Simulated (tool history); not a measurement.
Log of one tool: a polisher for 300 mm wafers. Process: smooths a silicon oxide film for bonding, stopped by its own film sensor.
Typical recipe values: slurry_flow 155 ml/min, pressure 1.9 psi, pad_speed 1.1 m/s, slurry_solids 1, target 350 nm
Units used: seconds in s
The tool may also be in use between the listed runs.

| run | hour | slurry_flow | pressure | pad_speed | slurry_solids | target | wafers since the last listed run | wafers polished on this pad | hours since the slurry nozzle was cleaned | hours since the head pressure was calibrated | hours since the slurry blender was calibrated | incoming thickness of the incoming film, nm | seconds |
|---|---|---|---|---|---|---|---|---|---|---|---|---|---|
| 1 | 0 | 155 | 1.9 | 1.1 | 1 | 350 | 0 | 327 | 397.1 | 690.9 | 294.7 | 438.9 | 132.2 |
|  | 14.3 | slurry blender recalibrated |
|  | 20.2 | slurry nozzle cleaned |
| 2 | 56.1 | 155 | 1.9 | 1.1 | 1 | 350 | 406 | 733 | 35.9 | 747 | 41.8 | 436 | 129.9 |
|  | 144.2 | worn pad replaced by a new one |
|  | 257.8 | slurry blender recalibrated |
| 3 | 317.8 | 155 | 1.9 | 1.1 | 1 | 350 | 1957 | 1313 | 297.6 | 1008.7 | 60 | 441.4 | 139.5 |
|  | 328.7 | worn pad replaced by a new one |
| 4 | 356.7 | 155 | 1.9 | 1.1 | 1 | 350 | 267 | 214 | 336.5 | 1047.6 | 98.9 | 446.1 | 139.8 |
|  | 372.2 | head pressure recalibrated |
| 5 | 417.4 | 155 | 1.9 | 1.1 | 1 | 350 | 449 | 663 | 397.2 | 45.2 | 159.6 | 439.7 | 131.8 |
|  | 456.9 | slurry nozzle cleaned |
| 6 | 458.9 | 155 | 1.9 | 1.1 | 1 | 350 | 310 | 973 | 2 | 86.7 | 201.1 | 440.3 | 132.8 |
|  | 520.9 | worn pad replaced by a new one |
| 7 | 521.3 | 155 | 1.9 | 1.1 | 1 | 350 | 447 | 2 | 64.4 | 149.1 | 263.5 | 438.8 | 123.3 |
|  | 537.6 | slurry blender recalibrated |
| 8 | 565.8 | 155 | 2.2 | 1.1 | 0.7 | 325 | 325 | 328 | 108.9 | 193.6 | 28.2 | 438 | 173.6 |
| 9 | 615.4 | 155 | 1.9 | 1.1 | 0.75 | 372 | 379 | 708 | 158.5 | 243.2 | 77.8 | 448.1 | 133.6 |
| 10 | 699.7 | 155 | 1.4 | 1.1 | 0.85 | 350 | 645 | 1353 | 242.8 | 327.5 | 162.1 | 443.5 | 204.9 |
|  | 749.1 | worn pad replaced by a new one |
|  | 771 | slurry blender recalibrated |
| 11 | 786.7 | 155 | 1.9 | 1.1 | 1 | 350 | 620 | 272 | 329.8 | 414.5 | 15.7 | 439.8 | 130 |
| 12 | 844.6 | 175 | 1.4 | 1.28 | 1 | 325 | 443 | 716 | 387.7 | 472.4 | 73.6 | 443 | 203 |
|  | 926.5 | slurry nozzle cleaned |
|  | 939.9 | worn pad replaced by a new one |
| 13 | 940.4 | 125 | 1.6 | 1.1 | 0.9 | 321 | 695 | 4 | 13.9 | 568.2 | 169.4 | 433.9 | 203 |
| 14 | 1016.2 | 155 | 1.9 | 1.1 | 1 | 350 | 580 | 584 | 89.7 | 644 | 245.2 | 437 | 130.2 |

Table of differences, measured result less the result of that run with no hidden state. Run-to-run variation is the same in both. Gauge scatter possibly is not:
Hidden conditions of the tool in this case: removal rate lost through wear of the pad, %; slurry flow missing at the pad, %; deviation of the head's pressure from its setpoint, %; abrasive missing from the slurry, %.
| run | seconds |
|---|---|
| 1 | +6 |
| 2 | +8.8 |
| 3 | +10.6 |
| 4 | +3.6 |
| 5 | +7.3 |
| 6 | +8.6 |
| 7 | +0.2 |
| 8 | +6.5 |
| 9 | +7.7 |
| 10 | +14.6 |
| 11 | +4.6 |
| 12 | +12.1 |
| 13 | +1.3 |
| 14 | +7.4 |
